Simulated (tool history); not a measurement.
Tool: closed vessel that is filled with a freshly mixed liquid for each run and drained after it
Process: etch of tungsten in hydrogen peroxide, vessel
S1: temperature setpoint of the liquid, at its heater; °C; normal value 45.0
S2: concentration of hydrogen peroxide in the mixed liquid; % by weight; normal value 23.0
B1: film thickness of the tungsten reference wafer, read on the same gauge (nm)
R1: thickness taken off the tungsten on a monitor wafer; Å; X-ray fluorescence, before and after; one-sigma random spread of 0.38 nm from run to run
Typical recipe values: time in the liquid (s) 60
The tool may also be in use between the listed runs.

run 1 hour=0.0 | S1=45.0 S2=18.5 time_in_the_liquid_(s)=45 | B1=110.00 | R1=384.8
-- hour=8.3 gauge calibrated
run 2 hour=13.5 | S1=45.0 S2=23.0 time_in_the_liquid_(s)=60 | B1=109.98 | R1=572.4
run 3 hour=28.5 | S1=45.0 S2=23.0 time_in_the_liquid_(s)=60 | B1=110.02 | R1=575.8
run 4 hour=42.7 | S1=45.0 S2=23.0 time_in_the_liquid_(s)=60 | B1=110.01 | R1=577.1
run 5 hour=55.2 | S1=45.0 S2=23.0 time_in_the_liquid_(s)=60 | B1=110.00 | R1=577.5
run 6 hour=69.6 | S1=45.0 S2=23.0 time_in_the_liquid_(s)=60 | B1=109.97 | R1=567.0
run 7 hour=79.2 | S1=45.0 S2=23.0 time_in_the_liquid_(s)=60 | B1=110.01 | R1=570.5
-- hour=86.0 peroxide flow meter replaced
run 8 hour=95.8 | S1=45.0 S2=21.5 time_in_the_liquid_(s)=70 | B1=109.98 | R1=639.0
run 9 hour=112.6 | S1=45.0 S2=21.5 time_in_the_liquid_(s)=70 | B1=110.01 | R1=635.2
run 10 hour=121.7 | S1=45.0 S2=21.5 time_in_the_liquid_(s)=70 | B1=110.02 | R1=639.4
run 11 hour=138.3 | S1=45.0 S2=23.0 time_in_the_liquid_(s)=60 | B1=109.99 | R1=567.0
-- hour=140.6 thermometer replaced
run 12 hour=150.0 | S1=45.0 S2=23.0 time_in_the_liquid_(s)=60 | B1=110.01 | R1=656.2
run 13 hour=164.8 | S1=54.5 S2=23.0 time_in_the_liquid_(s)=60 | B1=110.00 | R1=1171.8
run 14 hour=174.2 | S1=45.0 S2=21.5 time_in_the_liquid_(s)=70 | B1=110.05 | R1=737.6
run 15 hour=184.8 | S1=36.0 S2=29.5 time_in_the_liquid_(s)=95 | B1=110.00 | R1=650.5
run 16 hour=193.7 | S1=50.5 S2=21.0 time_in_the_liquid_(s)=75 | B1=110.02 | R1=1083.8
-- hour=195.8 gauge calibrated
run 17 hour=206.8 | S1=45.0 S2=23.0 time_in_the_liquid_(s)=60 | B1=110.01 | R1=654.1
-- hour=209.6 new drum of peroxide connected
run 18 hour=222.2 | S1=45.0 S2=28.0 time_in_the_liquid_(s)=60 | B1=109.96 | R1=724.8
run 19 hour=239.7 | S1=45.0 S2=23.0 time_in_the_liquid_(s)=60 | B1=110.00 | R1=644.3
run 20 hour=246.3 | S1=45.0 S2=23.0 time_in_the_liquid_(s)=60 | B1=110.00 | R1=648.0
run 21 hour=259.0 | S1=35.5 S2=16.5 time_in_the_liquid_(s)=90 | B1=109.98 | R1=440.4
run 22 hour=272.9 | S1=36.0 S2=21.0 time_in_the_liquid_(s)=90 | B1=110.00 | R1=520.5
run 23 hour=279.2 | S1=45.0 S2=23.0 time_in_the_liquid_(s)=30 | B1=110.01 | R1=320.6
run 24 hour=285.5 | S1=45.0 S2=23.0 time_in_the_liquid_(s)=60 | B1=110.00 | R1=650.4

Consider 5 possible next runs. They are alternatives, not a sequence: every one starts from the tool as it was left by run 24. What does each give?
run A hour=286.2 | S1=45.0 S2=23.0 time_in_the_liquid_(s)=75 | B1=? | R1=?
run B hour=286.2 | S1=45.0 S2=28.0 time_in_the_liquid_(s)=80 | B1=? | R1=?
run C hour=286.2 | S1=41.0 S2=20.5 time_in_the_liquid_(s)=85 | B1=? | R1=?
run D hour=286.2 | S1=41.0 S2=28.0 time_in_the_liquid_(s)=35 | B1=? | R1=?
run E hour=286.2 | S1=39.0 S2=23.0 time_in_the_liquid_(s)=35 | B1=? | R1=?

run=A B1=109.98 R1=809.8
run=B B1=109.98 R1=953.1
run=C B1=109.98 R1=670.6
run=D B1=109.98 R1=322.7
run=E B1=109.98 R1=256.7
Without the tool's unlogged condition, the same runs would have read:
run=A R1=835.3
run=B R1=983.0
run=C R1=692.3
run=D R1=333.1
run=E R1=265.1
